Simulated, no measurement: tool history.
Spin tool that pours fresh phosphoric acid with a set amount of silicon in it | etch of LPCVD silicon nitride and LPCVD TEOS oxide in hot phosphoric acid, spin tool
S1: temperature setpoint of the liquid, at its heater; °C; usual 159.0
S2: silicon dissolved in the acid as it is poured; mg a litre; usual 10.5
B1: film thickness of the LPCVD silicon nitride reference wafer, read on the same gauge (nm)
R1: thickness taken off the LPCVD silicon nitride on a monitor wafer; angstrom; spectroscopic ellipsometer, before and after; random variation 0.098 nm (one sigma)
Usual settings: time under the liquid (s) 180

{"run": 1, "hour": 0.0, "S1": 159.0, "S2": 7.5, "time under the liquid (s)": 180, "B1": 150.03, "R1": 150.0}
{"run": 2, "hour": 60.2, "S1": 156.5, "S2": 7.0, "time under the liquid (s)": 235, "B1": 149.99, "R1": 182.4}
{"hour": 100.6, "done": "dissolved silicon flow meter replaced"}
{"run": 3, "hour": 103.7, "S1": 159.0, "S2": 10.5, "time under the liquid (s)": 180, "B1": 149.98, "R1": 152.7}
{"hour": 188.9, "done": "thermometer replaced"}
{"run": 4, "hour": 191.4, "S1": 159.0, "S2": 17.0, "time under the liquid (s)": 180, "B1": 149.97, "R1": 152.0}
{"hour": 255.4, "done": "gauge calibrated"}
{"run": 5, "hour": 291.9, "S1": 157.0, "S2": 6.0, "time under the liquid (s)": 105, "B1": 149.95, "R1": 83.3}
{"run": 6, "hour": 394.3, "S1": 159.0, "S2": 15.5, "time under the liquid (s)": 255, "B1": 150.0, "R1": 216.6}
{"run": 7, "hour": 465.4, "S1": 160.0, "S2": 10.5, "time under the liquid (s)": 180, "B1": 150.02, "R1": 157.0}
{"run": 8, "hour": 514.2, "S1": 159.0, "S2": 14.5, "time under the liquid (s)": 265, "B1": 150.02, "R1": 225.2}
{"run": 9, "hour": 610.6, "S1": 157.5, "S2": 10.5, "time under the liquid (s)": 265, "B1": 150.03, "R1": 211.3}
{"run": 10, "hour": 689.3, "S1": 161.0, "S2": 10.5, "time under the liquid (s)": 140, "B1": 149.96, "R1": 126.9}
{"run": 11, "hour": 792.2, "S1": 156.5, "S2": 10.5, "time under the liquid (s)": 180, "B1": 150.04, "R1": 139.3}
{"hour": 843.1, "done": "thermometer replaced"}
{"run": 12, "hour": 846.4, "S1": 161.5, "S2": 13.0, "time under the liquid (s)": 180, "B1": 149.98, "R1": 164.4}
{"hour": 868.7, "done": "heated supply line repaired"}
{"run": 13, "hour": 952.0, "S1": 157.0, "S2": 15.0, "time under the liquid (s)": 255, "B1": 150.03, "R1": 200.7}
{"run": 14, "hour": 1026.3, "S1": 159.0, "S2": 18.0, "time under the liquid (s)": 240, "B1": 150.02, "R1": 201.8}
{"run": 15, "hour": 1104.3, "S1": 159.0, "S2": 10.5, "time under the liquid (s)": 125, "B1": 150.0, "R1": 105.9}
{"run": 16, "hour": 1166.3, "S1": 158.0, "S2": 10.5, "time under the liquid (s)": 180, "B1": 149.98, "R1": 146.0}
{"run": 17, "hour": 1272.3, "S1": 160.5, "S2": 10.5, "time under the liquid (s)": 235, "B1": 150.05, "R1": 205.9}
{"run": 18, "hour": 1370.3, "S1": 156.5, "S2": 17.5, "time under the liquid (s)": 255, "B1": 150.02, "R1": 196.0}
{"run": 19, "hour": 1413.7, "S1": 159.0, "S2": 10.5, "time under the liquid (s)": 180, "B1": 150.0, "R1": 150.0}
{"run": 20, "hour": 1513.2, "S1": 159.0, "S2": 10.5, "time under the liquid (s)": 180, "B1": 150.02, "R1": 153.1}
{"run": 21, "hour": 1553.0, "S1": 159.0, "S2": 10.5, "time under the liquid (s)": 230, "B1": 149.98, "R1": 194.3}

The tool's hidden state at each run:
liquid hotter than its thermometer reads (K): 0 in every run
dissolved silicon flow above the setpoint (%): 0 in every run
temperature lost on the way to the wafer (K): 0 in every run
gauge reads high (%): 0 in every run
